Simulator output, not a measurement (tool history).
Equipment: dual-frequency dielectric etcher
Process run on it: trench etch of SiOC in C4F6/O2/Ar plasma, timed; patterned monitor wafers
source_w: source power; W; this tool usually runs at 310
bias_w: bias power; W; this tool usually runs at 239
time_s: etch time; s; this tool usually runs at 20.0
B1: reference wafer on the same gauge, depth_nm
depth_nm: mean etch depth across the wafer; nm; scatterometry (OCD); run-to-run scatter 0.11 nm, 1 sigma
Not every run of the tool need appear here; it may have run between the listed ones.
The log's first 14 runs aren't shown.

Run 15, hour 571.5: usual settings but bias_w 204 W; B1 44.57. Result: depth_nm 36.31 nm.
At hour 626.3: source power generator calibrated.
Run 16, hour 641.3: usual settings but bias_w 279 W; B1 44.66. Result: depth_nm 41.55 nm.
At hour 718.4: wet clean of the chamber.
Run 17, hour 718.9: usual settings but source_w 240 W, bias_w 277 W, time_s 25.5 s; B1 44.59. Result: depth_nm 44.27 nm.
At hour 727.2: bias power generator calibrated.
Run 18, hour 751.6: usual settings but source_w 340 W, time_s 15.5 s; B1 44.64. Result: depth_nm 31.76 nm.
Run 19, hour 805.2: usual settings but source_w 240 W, bias_w 213 W, time_s 17.5 s; B1 44.60. Result: depth_nm 27.15 nm.
At hour 843.2: gauge calibrated.
Run 20, hour 866.8: usual settings but source_w 350 W, bias_w 186 W, time_s 15.5 s; B1 44.59. Result: depth_nm 29.23 nm.
Run 21, hour 918.2: usual settings but time_s 18.0 s; B1 44.65. Result: depth_nm 34.98 nm.
At hour 962.1: upper electrode replaced.
Run 22, hour 1008.5: usual settings but source_w 330 W, bias_w 271 W, time_s 25.5 s; B1 44.55. Result: depth_nm 53.83 nm.
At hour 1093.5: wet clean of the chamber.
Run 23, hour 1094.0: usual settings but source_w 270 W, bias_w 257 W, time_s 25.0 s; B1 44.58. Result: depth_nm 45.95 nm.
Run 24, hour 1097.0: usual settings; B1 44.62. Result: depth_nm 38.78 nm.
Run 25, hour 1137.7: usual settings; B1 44.62. Result: depth_nm 38.74 nm.
Run 26, hour 1163.4: usual settings but source_w 290 W, bias_w 284 W, time_s 23.0 s; B1 44.63. Result: depth_nm 46.20 nm.
Run 27, hour 1197.6: usual settings but source_w 370 W, bias_w 193 W, time_s 18.5 s; B1 44.54. Result: depth_nm 36.54 nm.
Run 28, hour 1246.3: usual settings but source_w 270 W, bias_w 257 W, time_s 25.0 s; B1 44.65. Result: depth_nm 45.68 nm.
Run 29, hour 1294.3: usual settings but source_w 250 W; B1 44.61. Result: depth_nm 33.84 nm.
Run 30, hour 1319.2: usual settings but time_s 24.0 s; B1 44.62. Result: depth_nm 46.50 nm.

What if the next run were any one of these 4? Each begins from the tool's condition after run 30:
Run A, hour 1319.6: usual settings but time_s 25.5 s; B1 ?. Result: depth_nm ?.
Run B, hour 1319.6: usual settings but source_w 260 W; B1 ?. Result: depth_nm ?.
Run C, hour 1319.6: usual settings but source_w 240 W, bias_w 276 W, time_s 17.5 s; B1 ?. Result: depth_nm ?.
Run D, hour 1319.6: usual settings but time_s 16.0 s; B1 ?. Result: depth_nm ?.

run     B1  depth_nm
  A  44.64     49.34
  B  44.64     34.56
  C  44.64     30.34
  D  44.64     30.96
With no hidden state in the tool, these same runs would have given:
run  depth_nm
  A     49.34
  B     34.56
  C     30.34
  D     30.96
